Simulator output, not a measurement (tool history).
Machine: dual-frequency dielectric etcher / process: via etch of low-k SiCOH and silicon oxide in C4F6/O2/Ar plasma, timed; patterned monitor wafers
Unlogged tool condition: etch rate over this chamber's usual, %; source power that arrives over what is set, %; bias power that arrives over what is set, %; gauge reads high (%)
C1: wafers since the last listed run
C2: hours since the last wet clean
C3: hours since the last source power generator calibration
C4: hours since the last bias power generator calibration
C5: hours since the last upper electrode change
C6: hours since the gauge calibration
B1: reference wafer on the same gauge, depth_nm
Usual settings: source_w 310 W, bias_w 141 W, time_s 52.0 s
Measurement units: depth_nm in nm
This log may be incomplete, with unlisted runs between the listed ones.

Run 1, hour 0.0: usual settings but source_w 340 W; C1 0; C2 474.7; C3 3445.4; C4 3858.6; C5 2940.6; C6 2545.1; B1 108.9. Result: depth_nm 110.9 nm.
At hour 29.1: wet clean of the chamber.
Run 2, hour 89.6: usual settings but source_w 340 W; C1 822; C2 60.5; C3 3535.0; C4 3948.2; C5 3030.2; C6 2634.7; B1 109.0. Result: depth_nm 111.5 nm.
Run 3, hour 142.3: usual settings but time_s 45.0 s; C1 660; C2 113.2; C3 3587.7; C4 4000.9; C5 3082.9; C6 2687.4; B1 109.0. Result: depth_nm 91.7 nm.
Run 4, hour 250.3: usual settings; C1 1353; C2 221.2; C3 3695.7; C4 4108.9; C5 3190.9; C6 2795.4; B1 109.0. Result: depth_nm 105.5 nm.
Run 5, hour 344.7: usual settings; C1 1183; C2 315.6; C3 3790.1; C4 4203.3; C5 3285.3; C6 2889.8; B1 109.0. Result: depth_nm 105.1 nm.
At hour 420.4: gauge calibrated.
Run 6, hour 441.1: usual settings; C1 1208; C2 412.0; C3 3886.5; C4 4299.7; C5 3381.7; C6 20.7; B1 109.0. Result: depth_nm 105.7 nm.
Run 7, hour 494.5: usual settings but source_w 370 W; C1 669; C2 465.4; C3 3939.9; C4 4353.1; C5 3435.1; C6 74.1; B1 109.0. Result: depth_nm 115.5 nm.
At hour 526.2: wet clean of the chamber.
Run 8, hour 595.9: usual settings but source_w 370 W; C1 970; C2 69.7; C3 4041.3; C4 4454.5; C5 3536.5; C6 175.5; B1 109.0. Result: depth_nm 115.8 nm.
At hour 628.7: bias power generator calibrated.
Run 9, hour 670.3: usual settings but source_w 370 W; C1 882; C2 144.1; C3 4115.7; C4 41.6; C5 3610.9; C6 249.9; B1 109.0. Result: depth_nm 115.5 nm.
At hour 717.6: upper electrode replaced.
Run 10, hour 762.8: usual settings; C1 858; C2 236.6; C3 4208.2; C4 134.1; C5 45.2; C6 342.4; B1 109.0. Result: depth_nm 105.3 nm.
Run 11, hour 818.0: usual settings; C1 691; C2 291.8; C3 4263.4; C4 189.3; C5 100.4; C6 397.6; B1 109.0. Result: depth_nm 105.4 nm.
Run 12, hour 869.9: usual settings; C1 650; C2 343.7; C3 4315.3; C4 241.2; C5 152.3; C6 449.5; B1 108.9. Result: depth_nm 105.6 nm.
At hour 913.0: source power generator calibrated.
Run 13, hour 929.4: usual settings but source_w 260 W, bias_w 117 W; C1 695; C2 403.2; C3 16.4; C4 300.7; C5 211.8; C6 509.0; B1 109.0. Result: depth_nm 90.8 nm.
Run 14, hour 1019.3: usual settings but source_w 270 W, bias_w 156 W, time_s 64.0 s; C1 1126; C2 493.1; C3 106.3; C4 390.6; C5 301.7; C6 598.9; B1 109.0. Result: depth_nm 123.8 nm.
At hour 1074.5: wet clean of the chamber.
Run 15, hour 1075.0: usual settings but source_w 350 W; C1 397; C2 0.5; C3 162.0; C4 446.3; C5 357.4; C6 654.6; B1 109.0. Result: depth_nm 112.6 nm.
Run 16, hour 1151.6: usual settings; C1 960; C2 77.1; C3 238.6; C4 522.9; C5 434.0; C6 731.2; B1 109.0. Result: depth_nm 105.6 nm.
Run 17, hour 1188.2: usual settings but source_w 280 W, time_s 45.5 s; C1 458; C2 113.7; C3 275.2; C4 559.5; C5 470.6; C6 767.8; B1 109.1. Result: depth_nm 86.9 nm.
Run 18, hour 1265.3: usual settings but bias_w 173 W, time_s 57.0 s; C1 966; C2 190.8; C3 352.3; C4 636.6; C5 547.7; C6 844.9; B1 109.0. Result: depth_nm 122.8 nm.
Run 19, hour 1314.1: usual settings but time_s 38.5 s; C1 611; C2 239.6; C3 401.1; C4 685.4; C5 596.5; C6 893.7; B1 109.0. Result: depth_nm 78.4 nm.
Run 20, hour 1404.6: usual settings but source_w 340 W, bias_w 127 W, time_s 59.0 s; C1 1134; C2 330.1; C3 491.6; C4 775.9; C5 687.0; C6 984.2; B1 109.0. Result: depth_nm 122.0 nm.
Run 21, hour 1505.1: usual settings but bias_w 109 W, time_s 61.5 s; C1 1259; C2 430.6; C3 592.1; C4 876.4; C5 787.5; C6 1084.7; B1 109.0. Result: depth_nm 116.0 nm.
At hour 1570.7: wet clean of the chamber.
Run 22, hour 1606.2: usual settings but time_s 59.5 s; C1 966; C2 35.5; C3 693.2; C4 977.5; C5 888.6; C6 1185.8; B1 109.0. Result: depth_nm 120.9 nm.
Run 23, hour 1648.0: usual settings but bias_w 130 W; C1 523; C2 77.3; C3 735.0; C4 1019.3; C5 930.4; C6 1227.6; B1 109.0. Result: depth_nm 102.9 nm.
Run 24, hour 1727.4: usual settings but bias_w 131 W; C1 995; C2 156.7; C3 814.4; C4 1098.7; C5 1009.8; C6 1307.0; B1 109.0. Result: depth_nm 103.4 nm.
Run 25, hour 1820.4: usual settings; C1 1165; C2 249.7; C3 907.4; C4 1191.7; C5 1102.8; C6 1400.0; B1 109.0. Result: depth_nm 105.1 nm.
Run 26, hour 1909.5: usual settings but source_w 370 W, bias_w 113 W; C1 1116; C2 338.8; C3 996.5; C4 1280.8; C5 1191.9; C6 1489.1; B1 109.0. Result: depth_nm 109.4 nm.
Run 27, hour 1965.3: usual settings but source_w 330 W, time_s 57.0 s; C1 699; C2 394.6; C3 1052.3; C4 1336.6; C5 1247.7; C6 1544.9; B1 109.0. Result: depth_nm 119.1 nm.
Run 28, hour 2001.6: usual settings but source_w 250 W, bias_w 130 W, time_s 63.5 s; C1 454; C2 430.9; C3 1088.6; C4 1372.9; C5 1284.0; C6 1581.2; B1 109.0. Result: depth_nm 110.8 nm.
At hour 2073.8: wet clean of the chamber.
Run 29, hour 2074.3: usual settings but bias_w 151 W, time_s 41.0 s; C1 610; C2 0.5; C3 1161.3; C4 1445.6; C5 1356.7; C6 1653.9; B1 109.0. Result: depth_nm 84.6 nm.
Run 30, hour 2148.4: usual settings; C1 928; C2 74.6; C3 1235.4; C4 1519.7; C5 1430.8; C6 1728.0; B1 109.0. Result: depth_nm 105.6 nm.

State the hidden condition of the tool at each of the runs:
etch rate over this chamber's usual, %: 0, the same for each run
source power that arrives over what is set, %: 0, the same for each run
bias power that arrives over what is set, %: 0, the same for each run
gauge reads high (%): 0, the same for each run
